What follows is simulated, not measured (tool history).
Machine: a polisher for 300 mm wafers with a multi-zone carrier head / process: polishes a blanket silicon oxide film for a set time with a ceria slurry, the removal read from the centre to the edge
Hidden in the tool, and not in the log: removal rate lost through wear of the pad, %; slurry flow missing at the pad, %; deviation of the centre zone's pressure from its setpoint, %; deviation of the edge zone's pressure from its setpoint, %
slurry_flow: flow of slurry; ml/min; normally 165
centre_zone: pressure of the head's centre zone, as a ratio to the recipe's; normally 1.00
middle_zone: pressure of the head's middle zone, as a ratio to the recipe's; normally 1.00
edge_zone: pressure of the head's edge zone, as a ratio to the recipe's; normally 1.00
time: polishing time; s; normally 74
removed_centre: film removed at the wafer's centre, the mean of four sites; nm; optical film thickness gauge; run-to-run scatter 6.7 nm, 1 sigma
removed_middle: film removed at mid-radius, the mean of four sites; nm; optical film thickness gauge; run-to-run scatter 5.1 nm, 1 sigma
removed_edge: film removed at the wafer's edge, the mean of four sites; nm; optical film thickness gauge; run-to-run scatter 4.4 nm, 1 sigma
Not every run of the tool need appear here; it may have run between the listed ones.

run     day  slurry_flow  centre_zone  middle_zone  edge_zone  time  wafers since the last listed run  wafers polished on this pad  hours since the slurry nozzle was cleaned  hours since the centre zone pressure was calibrated  hours since the edge zone pressure was calibrated  hours since the carrier head's membrane was replaced  incoming thickness of the incoming film, nm  removed_centre  removed_middle  removed_edge
  1   0.000          140         1.00         1.00       1.00    74                                 0                          648                                      118.4                                               1156.2                                             1131.1                                                 951.1                                       1670.1           378.6           410.1         420.4
  2   0.350          140         1.00         1.00       1.00    74                                46                          694                                      126.8                                               1164.6                                             1139.5                                                 959.5                                       1706.0           387.9           410.8         418.4
  3   0.692          165         1.00         1.00       1.00    74                                44                          739                                      135.0                                               1172.8                                             1147.7                                                 967.7                                       1669.6           397.7           418.2         431.1
  4   1.267          165         1.00         1.00       1.00    74                                75                          815                                      148.8                                               1186.6                                             1161.5                                                 981.5                                       1657.2           400.4           413.3         419.8
  5   1.967          165         1.00         1.00       1.00    74                                92                          907                                      165.6                                               1203.4                                             1178.3                                                 998.3                                       1666.6           386.0           409.1         413.4
  6   2.612          165         1.05         1.00       1.00    74                                84                          992                                      181.1                                               1218.9                                             1193.8                                                1013.8                                       1684.9           391.5           393.2         413.5
  7   3.267          165         1.05         1.00       1.00    74                                86                         1078                                      196.8                                               1234.6                                             1209.5                                                1029.5                                       1707.8           394.9           396.1         405.7
  8   3.567          165         1.00         1.00       1.00    74                                39                         1118                                      204.0                                               1241.8                                             1216.7                                                1036.7                                       1706.2           375.3           393.4         403.0
      3.833  -- edge zone pressure recalibrated
      3.838  -- worn pad replaced by a new one
  9   4.217          200         1.12         1.08       1.09    74                                73                           49                                      219.6                                               1257.4                                                9.2                                                1052.3                                       1695.4           514.3           496.6         507.2
 10   4.912          165         1.00         1.00       1.00    99                                91                          141                                      236.3                                               1274.1                                               25.9                                                1069.0                                       1698.7           560.0           597.1         617.5
 11   5.250          205         1.00         1.00       1.00    74                                44                          185                                      244.4                                               1282.2                                               34.0                                                1077.1                                       1672.3           459.0           470.8         481.5
 12   5.500          165         1.00         1.00       1.00    74                                32                          218                                      250.4                                               1288.2                                               40.0                                                1083.1                                       1708.4           429.8           441.6         460.1
      6.212  -- carrier head's membrane replaced by a new one
      6.971  -- slurry nozzle cleaned
 13   6.983          205         1.00         1.00       1.00    74                               162                          381                                        0.3                                               1323.8                                               75.6                                                  18.5                                       1692.5           498.2           519.4         509.6
      7.371  -- centre zone pressure recalibrated
 14   7.575          205         1.04         0.89       0.93    74                                66                          447                                       14.5                                                  4.9                                               89.8                                                  32.7                                       1661.0           520.4           483.6         482.5
 15   8.162          165         1.00         1.00       1.00    74                                77                          525                                       28.6                                                 19.0                                              103.9                                                  46.8                                       1666.8           458.9           484.8         476.4
 16   8.767          165         1.00         1.00       1.00    74                                79                          604                                       43.1                                                 33.5                                              118.4                                                  61.3                                       1670.5           440.0           464.3         459.7
 17   9.117          165         1.00         1.00       1.00    74                                46                          650                                       51.5                                                 41.9                                              126.8                                                  69.7                                       1640.5           451.5           457.8         458.4
 18   9.450          165         1.09         1.00       0.95    98                                43                          694                                       59.5                                                 49.9                                              134.8                                                  77.7                                       1662.6           625.3           598.0         583.9
 19  11.442          165         1.00         0.93       0.96    74                               262                          956                                      107.3                                                 97.7                                              182.6                                                 125.5                                       1645.4           403.7           410.3         428.8
 20  11.962          110         1.00         1.10       1.00    74                                68                         1025                                      119.8                                                110.2                                              195.1                                                 138.0                                       1690.6           339.6           379.2         383.9
 21  12.512          220         0.88         0.96       1.00    74                                72                         1097                                      133.0                                                123.4                                              208.3                                                 151.2                                       1687.3           372.6           432.1         445.4

5 ways to go on from here, each from the tool as it stands after run 21. What would each give?
  A  12.533          165         1.00         1.00       1.00    74                                 2                         1100                                      133.5                                                123.9                                              208.8                                                 151.7                                       1697.9               ?               ?             ?
  B  12.533          120         1.00         1.09       1.09    74                                 2                         1100                                      133.5                                                123.9                                              208.8                                                 151.7                                       1697.9               ?               ?             ?
  C  12.533          165         0.93         1.00       1.00    87                                 2                         1100                                      133.5                                                123.9                                              208.8                                                 151.7                                       1697.9               ?               ?             ?
  D  12.533          125         1.00         0.89       1.00    74                                 2                         1100                                      133.5                                                123.9                                              208.8                                                 151.7                                       1697.9               ?               ?             ?
  E  12.533          165         1.00         1.00       1.00    49                                 2                         1100                                      133.5                                                123.9                                              208.8                                                 151.7                                       1697.9               ?               ?             ?

run  removed_centre  removed_middle  removed_edge
  A           379.5           404.7         422.5
  B           332.6           376.6         409.7
  C           414.7           475.9         496.8
  D           338.9           348.6         397.3
  E           251.3           268.0         279.8
Take away the tool's hidden state, keep each run's random variation, and the runs would have read:
run  removed_centre  removed_middle  removed_edge
  A           499.4           522.9         524.6
  B           463.6           509.9         521.9
  C           545.8           615.0         616.8
  D           468.4           468.8         504.4
  E           330.7           346.2         347.4

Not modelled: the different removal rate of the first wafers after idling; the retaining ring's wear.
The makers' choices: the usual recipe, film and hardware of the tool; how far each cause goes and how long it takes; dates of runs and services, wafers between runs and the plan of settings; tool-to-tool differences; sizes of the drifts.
